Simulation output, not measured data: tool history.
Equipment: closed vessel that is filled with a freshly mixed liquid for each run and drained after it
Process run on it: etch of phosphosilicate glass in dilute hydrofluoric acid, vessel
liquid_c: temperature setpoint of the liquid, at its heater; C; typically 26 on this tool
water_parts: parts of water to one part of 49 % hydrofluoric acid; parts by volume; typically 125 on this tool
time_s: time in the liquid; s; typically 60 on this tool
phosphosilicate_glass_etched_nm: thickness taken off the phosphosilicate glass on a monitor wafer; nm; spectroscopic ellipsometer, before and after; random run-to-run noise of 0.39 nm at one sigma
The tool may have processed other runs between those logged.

run     day  liquid_c  water_parts  time_s  wafers since the last listed run  hours since the thermometer was replaced  hours since the hydrofluoric acid flow meter was replaced  hours since the gauge calibration  read-back film thickness of the phosphosilicate glass reference wafer, read on the same gauge (nm)  phosphosilicate_glass_etched_nm
  1       0        26           90      60                                 0                                    2466.2                                                      806.2                              950.5                                                                                               76.24                            71.72
  2   1.129        26           90      60                              3153                                    2493.3                                                      833.3                              977.6                                                                                               76.26                            72.81
  3   1.658        26          125      80                              1477                                      2506                                                        846                              990.3                                                                                               76.24                            66.52
  4   2.496        26          125      80                              2339                                    2526.1                                                      866.1                             1010.4                                                                                               76.24                            67.19
  5   3.533        26          125      60                              2897                                      2551                                                        891                             1035.3                                                                                               76.21                            50.02
  6   4.488        26          125      60                              2665                                    2573.9                                                      913.9                             1058.2                                                                                               76.22                            49.77
  7   5.617        26          125      60                              3153                                      2601                                                        941                             1085.3                                                                                               76.21                            50.19
  8   6.612        26          125      60                              2781                                    2624.9                                                      964.9                             1109.2                                                                                               76.18                            49.96
  9   9.254        26          125      60                              7378                                    2688.3                                                     1028.3                             1172.6                                                                                               76.16                               50
 10  10.242        26          125      60                              2758                                      2712                                                       1052                             1196.3                                                                                               76.15                            50.22
     10.854  -- gauge calibrated
 11  11.338        26          125      60                              3060                                    2738.3                                                     1078.3                               11.6                                                                                               79.93                            52.66
     11.508  -- thermometer replaced
 12  12.042        26          125      60                              1850                                      12.8                                                     1095.2                               28.5                                                                                               79.75                            51.98
 13   13.05        26          125      60                              2816                                        37                                                     1119.4                               52.7                                                                                               79.53                            52.12
 14  14.354        26          150      80                              3642                                      68.3                                                     1150.7                                 84                                                                                               79.25                            56.65
 15  15.579        26          125      60                              3421                                      97.7                                                     1180.1                              113.4                                                                                               79.04                            51.56
 16  16.904        26          140      60                              3700                                     129.5                                                     1211.9                              145.2                                                                                               78.81                            45.15
 17  18.196        26          100      60                              3607                                     160.5                                                     1242.9                              176.2                                                                                               78.64                             66.8
 18  19.675        26          155      30                              4131                                       196                                                     1278.4                              211.7                                                                                                78.4                            19.86
 19  20.692        26           65      60                              2839                                     220.4                                                     1302.8                              236.1                                                                                               78.29                            107.7
 20  21.229        26          105      60                              1501                                     233.3                                                     1315.7                                249                                                                                               78.21                            63.11
 21   24.15        30          125      75                              8157                                     303.4                                                     1385.8                              319.1                                                                                                77.9                            73.86
     24.721  -- hydrofluoric acid flow meter replaced
 22  25.404        26          125      60                              3386                                     333.5                                                       16.4                              349.2                                                                                                77.8                            51.43
 23  26.304        26          125      60                              2513                                     355.1                                                         38                              370.8                                                                                                77.7                            50.45
 24  27.421      23.5          125      30                              3118                                     381.9                                                       64.8                              397.6                                                                                               77.63                             23.1
 25  28.108      22.5          125      75                              1920                                     398.4                                                       81.3                              414.1                                                                                               77.57                            55.91
 26  28.796      29.5           80      40                              1920                                     414.9                                                       97.8                              430.6                                                                                               77.51                            64.08
 27  29.633        28          125      70                              2339                                       435                                                      117.9                              450.7                                                                                               77.43                            64.43
 28  30.354        26          125      60                              2013                                     452.3                                                      135.2                                468                                                                                               77.39                            50.86
 29  31.658        30          170      80                              3642                                     483.6                                                      166.5                              499.3                                                                                               77.33                            54.17
 30  32.196      22.5          125      40                              1501                                     496.5                                                      179.4                              512.2                                                                                               77.32                            29.62
 31  33.154        26          125      60                              2676                                     519.5                                                      202.4                              535.2                                                                                               77.26                            51.32
 32  34.229        30          145      40                              3002                                     545.3                                                      228.2                                561                                                                                               77.19                            33.07

Consider 4 possible next runs. They are alternatives, not a sequence: every one starts from the tool as it was left by run 32. What does each give?
  A  34.258        26          125      60                                81                                       546                                                      228.9                              561.7                                                                                                   ?                                ?
  B  34.258      29.5          160      40                                81                                       546                                                      228.9                              561.7                                                                                                   ?                                ?
  C  34.258        26           70      60                                81                                       546                                                      228.9                              561.7                                                                                                   ?                                ?
  D  34.258        26           85      75                                81                                       546                                                      228.9                              561.7                                                                                                   ?                                ?

run  read-back film thickness of the phosphosilicate glass reference wafer, read on the same gauge (nm)  phosphosilicate_glass_etched_nm
  A                                                                                                77.2                            51.32
  B                                                                                                77.2                            29.11
  C                                                                                                77.2                             98.4
  D                                                                                                77.2                            99.29
Without the tool's hidden state the same runs would have given:
run  phosphosilicate_glass_etched_nm
  A                            53.19
  B                            30.18
  C                           101.99
  D                           102.91

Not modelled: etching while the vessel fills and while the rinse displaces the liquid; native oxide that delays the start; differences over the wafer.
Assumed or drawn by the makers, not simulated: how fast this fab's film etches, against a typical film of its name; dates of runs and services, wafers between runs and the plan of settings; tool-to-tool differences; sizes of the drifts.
